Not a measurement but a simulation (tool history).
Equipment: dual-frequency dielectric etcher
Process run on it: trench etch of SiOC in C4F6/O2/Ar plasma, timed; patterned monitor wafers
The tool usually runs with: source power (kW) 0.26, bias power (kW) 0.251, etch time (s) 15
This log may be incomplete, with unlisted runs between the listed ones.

run	hour	source power (kW)	bias power (kW)	etch time (s)	read-back reference wafer on the same gauge, depth_nm	mean etch depth across the wafer (Å)
1	0	0.3	0.251	15	30.49	315.1
2	46.7	0.3	0.251	15	30.5	312.9
3	125.3	0.3	0.251	15	30.49	315.9
# hour 201.4: wet clean of the chamber
4	204.8	0.26	0.251	15	30.5	297.1
# hour 215.5: gauge calibrated
5	289	0.26	0.251	15	30.49	297.2
6	352.8	0.26	0.251	15	30.49	295.8
7	425.3	0.26	0.251	15	30.5	297.2
8	467.8	0.26	0.251	11.5	30.5	228.9
# hour 473.7: source power generator calibrated
9	525.5	0.26	0.251	11.5	30.49	229.8
10	587	0.26	0.251	11.5	30.51	230.2
11	633.4	0.28	0.251	15	30.5	308
12	717.5	0.26	0.288	15	30.5	313.1
# hour 748.9: wet clean of the chamber
13	757.9	0.26	0.211	13	30.49	243.3
# hour 847.3: upper electrode replaced, of another model than before
14	847.8	0.26	0.251	15	30.5	296.3
15	878.2	0.26	0.212	15	30.49	271.6
# hour 915.7: bias power generator calibrated
16	929.8	0.26	0.251	15	30.5	297.4
17	970.1	0.31	0.293	11.5	30.49	257.7
# hour 974.6: gauge calibrated
18	1066.1	0.22	0.223	12.5	30.49	223.9
19	1167.2	0.23	0.251	15	30.52	289.7
# hour 1262.2: wet clean of the chamber
20	1267.5	0.26	0.301	11	30.5	236.7
21	1358.7	0.26	0.251	13	30.51	256

Alternative continuations, all from the tool just after run 21; predict every row:
A	1359.1	0.26	0.251	11	?	?
B	1359.1	0.28	0.251	13.5	?	?
C	1359.1	0.26	0.251	17.5	?	?
D	1359.1	0.26	0.196	16.5	?	?
E	1359.1	0.29	0.22	17.5	?	?

run	read-back reference wafer on the same gauge, depth_nm	mean etch depth across the wafer (Å)
A	30.51	217.5
B	30.51	272.2
C	30.51	346.1
D	30.51	287.1
E	30.51	333.1
The same runs, with their run-to-run variation unchanged, on a tool lacking any hidden condition would have given:
run	mean etch depth across the wafer (Å)
A	217.2
B	271.8
C	345.6
D	286.7
E	332.6
